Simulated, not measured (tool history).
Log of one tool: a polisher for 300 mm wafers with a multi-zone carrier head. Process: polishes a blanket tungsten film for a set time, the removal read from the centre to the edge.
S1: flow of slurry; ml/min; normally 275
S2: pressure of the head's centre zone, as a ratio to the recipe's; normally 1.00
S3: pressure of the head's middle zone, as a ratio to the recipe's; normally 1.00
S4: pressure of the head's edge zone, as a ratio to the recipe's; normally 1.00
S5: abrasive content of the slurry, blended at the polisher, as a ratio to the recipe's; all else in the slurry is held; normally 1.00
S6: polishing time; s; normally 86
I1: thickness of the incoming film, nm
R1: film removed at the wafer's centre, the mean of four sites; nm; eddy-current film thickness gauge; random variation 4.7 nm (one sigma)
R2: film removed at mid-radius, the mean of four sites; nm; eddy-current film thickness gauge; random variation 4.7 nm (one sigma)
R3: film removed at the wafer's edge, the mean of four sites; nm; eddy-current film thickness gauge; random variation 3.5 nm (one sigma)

run	day	S1	S2	S3	S4	S5	S6	I1	R1	R2	R3
1	0.000	275	1.00	1.00	1.00	1.15	86	1316.1	492.1	492.7	473.5
# day 1.954: edge zone pressure recalibrated
2	2.117	275	1.00	1.00	1.00	1.00	86	1315.5	490.0	478.5	455.0
# day 3.517: slurry nozzle cleaned
3	6.379	275	1.00	1.00	1.00	1.00	86	1317.9	486.4	476.7	456.0
4	7.992	275	1.00	1.00	1.00	1.00	86	1320.1	487.2	486.3	450.7
# day 8.808: worn pad replaced by a new one
5	10.875	275	1.00	1.00	1.00	1.00	86	1299.5	488.1	478.3	454.5
6	14.217	275	1.00	1.00	1.00	1.00	86	1301.5	488.3	480.2	452.7
# day 15.308: slurry nozzle cleaned
7	17.371	275	1.00	1.00	1.00	1.00	86	1325.2	485.7	476.2	449.6
8	19.696	275	1.00	1.00	1.00	1.00	86	1325.6	485.3	475.5	453.0
# day 20.500: worn pad replaced by a new one
9	22.962	310	1.00	0.90	1.00	1.10	69	1338.6	402.8	364.3	375.1
# day 24.083: centre zone pressure recalibrated
10	24.962	275	1.00	1.00	1.00	1.00	86	1319.8	494.7	469.5	453.3
11	27.208	245	1.00	1.00	1.00	0.90	86	1313.3	465.1	455.9	433.8
# day 27.942: slurry nozzle cleaned
# day 31.317: carrier head's membrane replaced by a new one
# day 31.783: worn pad replaced by a new one
# day 38.979: slurry nozzle cleaned
12	39.346	275	1.00	1.00	1.09	1.00	107	1330.9	604.3	594.9	595.5
# day 42.879: edge zone pressure recalibrated
13	43.354	365	1.00	1.04	1.00	1.00	100	1306.9	593.3	585.9	541.8
# day 43.829: worn pad replaced by a new one
14	46.696	275	1.00	1.00	1.00	1.00	107	1332.3	610.8	598.0	565.0
15	49.867	335	1.00	1.00	1.00	1.00	86	1338.2	495.4	480.7	459.0
# day 50.358: slurry nozzle cleaned
# day 55.088: worn pad replaced by a new one
16	59.112	340	1.00	1.00	1.00	1.00	104	1344.4	606.4	581.6	554.6

Alternative continuations, all from the tool just after run 16; predict every row:
A	59.133	275	1.00	1.00	1.00	1.00	86	1310.7	?	?	?
B	59.133	360	1.00	1.00	0.90	0.80	86	1310.7	?	?	?
C	59.133	195	0.90	1.00	1.08	1.00	86	1310.7	?	?	?
D	59.133	240	0.92	1.04	1.00	1.00	73	1310.7	?	?	?

run	R1	R2	R3
A	490.5	477.4	454.1
B	475.2	461.3	415.0
C	429.7	456.8	456.2
D	383.2	412.5	380.7
Without the tool's hidden state the same runs would have given:
run	R1	R2	R3
A	490.5	477.4	454.1
B	475.2	461.3	415.0
C	429.7	456.8	456.2
D	383.2	412.5	380.7

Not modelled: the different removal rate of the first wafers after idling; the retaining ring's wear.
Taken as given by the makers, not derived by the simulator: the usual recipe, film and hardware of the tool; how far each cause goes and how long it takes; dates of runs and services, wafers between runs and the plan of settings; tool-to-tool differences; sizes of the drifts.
